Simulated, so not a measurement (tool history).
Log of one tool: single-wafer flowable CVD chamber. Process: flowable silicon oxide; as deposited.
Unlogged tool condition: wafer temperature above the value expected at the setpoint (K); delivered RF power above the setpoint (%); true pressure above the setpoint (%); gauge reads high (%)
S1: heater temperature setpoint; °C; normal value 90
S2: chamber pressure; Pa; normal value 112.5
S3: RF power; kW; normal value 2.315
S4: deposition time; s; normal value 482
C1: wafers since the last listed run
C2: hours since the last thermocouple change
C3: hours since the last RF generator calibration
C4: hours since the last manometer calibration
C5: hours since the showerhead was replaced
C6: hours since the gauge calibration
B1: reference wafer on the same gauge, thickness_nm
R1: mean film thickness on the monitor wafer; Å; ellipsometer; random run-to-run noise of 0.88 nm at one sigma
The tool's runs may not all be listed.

run	hour	S1	S2	S3	S4	C1	C2	C3	C4	C5	C6	B1	R1
1	0.0	90	112.5	2.315	482	0	2166.4	1307.1	927.8	6490.6	41.5	465.702	4407.25
2	12.3	90	112.5	2.315	482	29	2178.7	1319.4	940.1	6502.9	53.8	465.948	4420.33
3	18.9	90	112.5	2.315	482	15	2185.3	1326.0	946.7	6509.5	60.4	465.710	4407.42
4	30.7	90	124.5	2.315	482	28	2197.1	1337.8	958.5	6521.3	72.2	465.972	4851.22
5	41.8	90	124.5	2.315	482	26	2208.2	1348.9	969.6	6532.4	83.3	466.035	4862.35
6	56.8	90	124.5	2.315	482	35	2223.2	1363.9	984.6	6547.4	98.3	466.197	4841.96
7	110.0	90	112.5	2.315	482	126	2276.4	1417.1	1037.8	6600.6	151.5	465.930	4418.08
8	119.3	90	112.5	2.315	482	22	2285.7	1426.4	1047.1	6609.9	160.8	466.023	4408.30
# hour 132.7: thermocouple changed; heater temperature recalibrated
9	133.2	90	112.5	2.315	482	14	0.5	1440.3	1061.0	6623.8	174.7	466.066	4390.24
10	139.9	83	112.5	2.315	482	15	7.2	1447.0	1067.7	6630.5	181.4	466.009	5295.18
# hour 148.0: gauge calibrated
11	148.0	83	112.5	2.315	482	19	15.3	1455.1	1075.8	6638.6	0.0	465.958	5293.78
12	160.1	90	112.5	2.570	482	28	27.4	1467.2	1087.9	6650.7	12.1	465.840	4465.98
13	170.6	90	112.5	2.315	482	24	37.9	1477.7	1098.4	6661.2	22.6	466.173	4428.26
# hour 185.7: capacitance manometer re-zeroed and calibrated
14	186.2	90	112.5	2.315	482	18	53.5	1493.3	0.5	6676.8	38.2	465.911	4426.09
15	199.6	90	112.5	2.315	543	31	66.9	1506.7	13.9	6690.2	51.6	466.110	4969.15
# hour 212.9: showerhead replaced
16	213.4	79	112.5	2.460	456	13	80.7	1520.5	27.7	0.5	65.4	465.943	5616.36
17	220.4	90	97.1	2.315	434	16	87.7	1527.5	34.7	7.5	72.4	466.121	3432.70
18	237.0	98	112.5	2.315	482	39	104.3	1544.1	51.3	24.1	89.0	466.161	3484.35
# hour 253.3: RF generator calibrated
19	253.8	90	121.2	2.625	434	20	121.1	0.5	68.1	40.9	105.8	466.015	4356.82
20	258.9	90	112.5	1.960	517	12	126.2	5.6	73.2	46.0	110.9	466.065	4591.36
21	275.7	90	112.5	2.315	482	39	143.0	22.4	90.0	62.8	127.7	466.057	4409.78
22	291.5	90	112.5	2.015	533	37	158.8	38.2	105.8	78.6	143.5	465.957	4770.88
23	301.2	90	88.1	2.315	482	23	168.5	47.9	115.5	88.3	153.2	466.034	3466.82
24	317.9	90	112.5	2.315	482	39	185.2	64.6	132.2	105.0	169.9	465.922	4409.44
25	332.9	90	105.3	2.585	482	35	200.2	79.6	147.2	120.0	184.9	466.017	4200.50
# hour 344.0: gauge calibrated
26	344.5	90	112.5	2.315	546	27	211.8	91.2	158.8	131.6	0.5	465.868	4982.90
27	378.6	90	87.5	2.315	482	81	245.9	125.3	192.9	165.7	34.6	465.888	3453.95
28	389.6	90	112.5	2.315	482	26	256.9	136.3	203.9	176.7	45.6	465.911	4409.08

Here are 3 independent what-if runs from the current tool condition. What would each one return?
A	390.1	81	112.5	2.315	482	1	257.4	136.8	204.4	177.2	46.1	?	?
B	390.1	90	112.5	1.930	482	1	257.4	136.8	204.4	177.2	46.1	?	?
C	390.1	100	90.3	2.530	482	1	257.4	136.8	204.4	177.2	46.1	?	?

run	B1	R1
A	466.080	5579.33
B	466.080	4258.93
C	466.080	2695.60
Without the tool's unlogged condition, the same runs would have read:
run	R1
A	5579.33
B	4258.93
C	2695.60
